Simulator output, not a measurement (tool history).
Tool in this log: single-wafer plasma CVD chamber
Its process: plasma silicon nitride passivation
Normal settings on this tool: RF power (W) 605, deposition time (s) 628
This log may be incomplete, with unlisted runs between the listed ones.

| run | day | RF power (W) | deposition time (s) | wafers since the last listed run | hours since the last RF generator calibration | hours since the showerhead was replaced | hours since the gauge calibration | read-back reference wafer on the same gauge, thickness_nm | mean film thickness on the monitor wafer (nm) |
|---|---|---|---|---|---|---|---|---|---|
| 1 | 0.000 | 515 | 676 | 0 | 1132.6 | 5656.5 | 57.5 | 1129.470 | 1006.030 |
| 2 | 1.292 | 660 | 628 | 77 | 1163.6 | 5687.5 | 88.5 | 1129.744 | 1041.523 |
| 3 | 2.504 | 660 | 628 | 72 | 1192.7 | 5716.6 | 117.6 | 1129.463 | 1042.501 |
| 4 | 3.283 | 605 | 628 | 46 | 1211.4 | 5735.3 | 136.3 | 1130.031 | 1003.715 |
| 5 | 4.233 | 605 | 628 | 57 | 1234.2 | 5758.1 | 159.1 | 1130.563 | 1002.139 |
| 6 | 6.558 | 605 | 628 | 139 | 1290.0 | 5813.9 | 214.9 | 1130.160 | 1000.991 |
| 7 | 7.433 | 605 | 628 | 52 | 1311.0 | 5834.9 | 235.9 | 1130.303 | 1004.780 |
| 8 | 8.046 | 690 | 628 | 36 | 1325.7 | 5849.6 | 250.6 | 1130.442 | 1051.401 |
| 9 | 9.312 | 605 | 628 | 76 | 1356.1 | 5880.0 | 281.0 | 1130.344 | 1001.925 |
| 10 | 10.225 | 605 | 628 | 54 | 1378.0 | 5901.9 | 302.9 | 1130.071 | 997.401 |
| 11 | 11.079 | 605 | 628 | 51 | 1398.5 | 5922.4 | 323.4 | 1129.502 | 998.138 |
| 12 | 12.050 | 605 | 628 | 58 | 1421.8 | 5945.7 | 346.7 | 1129.768 | 1000.756 |
| 13 | 13.838 | 540 | 628 | 107 | 1464.7 | 5988.6 | 389.6 | 1130.595 | 946.531 |
| 14 | 14.379 | 605 | 580 | 32 | 1477.7 | 6001.6 | 402.6 | 1129.832 | 920.276 |
| 15 | 15.771 | 605 | 580 | 83 | 1511.1 | 6035.0 | 436.0 | 1129.836 | 919.494 |
| 16 | 16.871 | 605 | 628 | 66 | 1537.5 | 6061.4 | 462.4 | 1130.169 | 1002.778 |
| 17 | 18.121 | 605 | 628 | 75 | 1567.5 | 6091.4 | 492.4 | 1129.167 | 1000.792 |
| 18 | 19.604 | 605 | 628 | 89 | 1603.1 | 6127.0 | 528.0 | 1129.925 | 995.761 |
| 19 | 20.871 | 605 | 628 | 76 | 1633.5 | 6157.4 | 558.4 | 1129.887 | 996.837 |
| 20 | 21.400 | 605 | 628 | 31 | 1646.2 | 6170.1 | 571.1 | 1130.108 | 997.799 |
| 21 | 22.067 | 535 | 628 | 40 | 1662.2 | 6186.1 | 587.1 | 1129.453 | 944.733 |
| 22 | 22.938 | 605 | 507 | 52 | 1683.1 | 6207.0 | 608.0 | 1129.919 | 804.517 |
| 23 | 24.100 | 605 | 628 | 69 | 1711.0 | 6234.9 | 635.9 | 1130.592 | 995.876 |
| 24 | 24.883 | 685 | 717 | 47 | 1729.8 | 6253.7 | 654.7 | 1129.904 | 1195.903 |
|  | 25.304 | gauge calibrated |
|  | 26.496 | showerhead replaced |
| 25 | 29.333 | 715 | 586 | 247 | 1836.6 | 68.1 | 96.7 | 1130.355 | 990.824 |
| 26 | 29.971 | 605 | 628 | 38 | 1851.9 | 83.4 | 112.0 | 1130.327 | 994.128 |
| 27 | 31.246 | 605 | 628 | 76 | 1882.5 | 114.0 | 142.6 | 1130.092 | 996.994 |
| 28 | 32.729 | 605 | 628 | 89 | 1918.1 | 149.6 | 178.2 | 1130.220 | 988.184 |
| 29 | 33.958 | 605 | 540 | 73 | 1947.6 | 179.1 | 207.7 | 1130.289 | 850.773 |
| 30 | 34.683 | 640 | 628 | 43 | 1965.0 | 196.5 | 225.1 | 1129.710 | 1009.191 |
| 31 | 35.746 | 560 | 628 | 63 | 1990.5 | 222.0 | 250.6 | 1130.789 | 955.091 |
|  | 36.492 | RF generator calibrated |
| 32 | 37.179 | 605 | 628 | 66 | 16.5 | 256.4 | 285.0 | 1130.238 | 1015.424 |
| 33 | 38.762 | 545 | 747 | 95 | 54.5 | 294.4 | 323.0 | 1129.915 | 1156.002 |
| 34 | 39.975 | 605 | 557 | 72 | 83.6 | 323.5 | 352.1 | 1129.143 | 898.429 |
| 35 | 40.958 | 605 | 628 | 59 | 107.2 | 347.1 | 375.7 | 1131.038 | 1016.285 |
| 36 | 42.304 | 550 | 628 | 80 | 139.5 | 379.4 | 408.0 | 1130.599 | 974.836 |
| 37 | 45.129 | 605 | 628 | 169 | 207.3 | 447.2 | 475.8 | 1130.287 | 1016.661 |
| 38 | 46.217 | 605 | 628 | 65 | 233.4 | 473.3 | 501.9 | 1130.135 | 1012.690 |
| 39 | 47.575 | 545 | 687 | 81 | 266.0 | 505.9 | 534.5 | 1129.616 | 1055.427 |
| 40 | 48.550 | 525 | 683 | 58 | 289.4 | 529.3 | 557.9 | 1129.913 | 1038.927 |

Measured less the same run without the tool's hidden state. The same run-to-run variation is in both; the gauge's scatter may not be:
Hidden conditions of the tool in this case: delivered RF power above the setpoint (%); gauge reads high (%).
| run | mean film thickness on the monitor wafer (nm) |
|---|---|
| 1 | -9.347 |
| 2 | -10.177 |
| 3 | -10.669 |
| 4 | -10.577 |
| 5 | -10.939 |
| 6 | -11.884 |
| 7 | -12.303 |
| 8 | -13.152 |
| 9 | -13.092 |
| 10 | -13.441 |
| 11 | -13.841 |
| 12 | -14.329 |
| 13 | -14.360 |
| 14 | -14.205 |
| 15 | -14.829 |
| 16 | -16.731 |
| 17 | -17.347 |
| 18 | -18.045 |
| 19 | -18.751 |
| 20 | -19.060 |
| 21 | -18.398 |
| 22 | -16.063 |
| 23 | -20.550 |
| 24 | -25.224 |
| 25 | -23.586 |
| 26 | -24.067 |
| 27 | -24.955 |
| 28 | -25.698 |
| 29 | -22.828 |
| 30 | -27.577 |
| 31 | -26.800 |
| 32 | -0.971 |
| 33 | -1.125 |
| 34 | -0.898 |
| 35 | -1.046 |
| 36 | -1.053 |
| 37 | -1.254 |
| 38 | -1.325 |
| 39 | -1.493 |
| 40 | -1.558 |
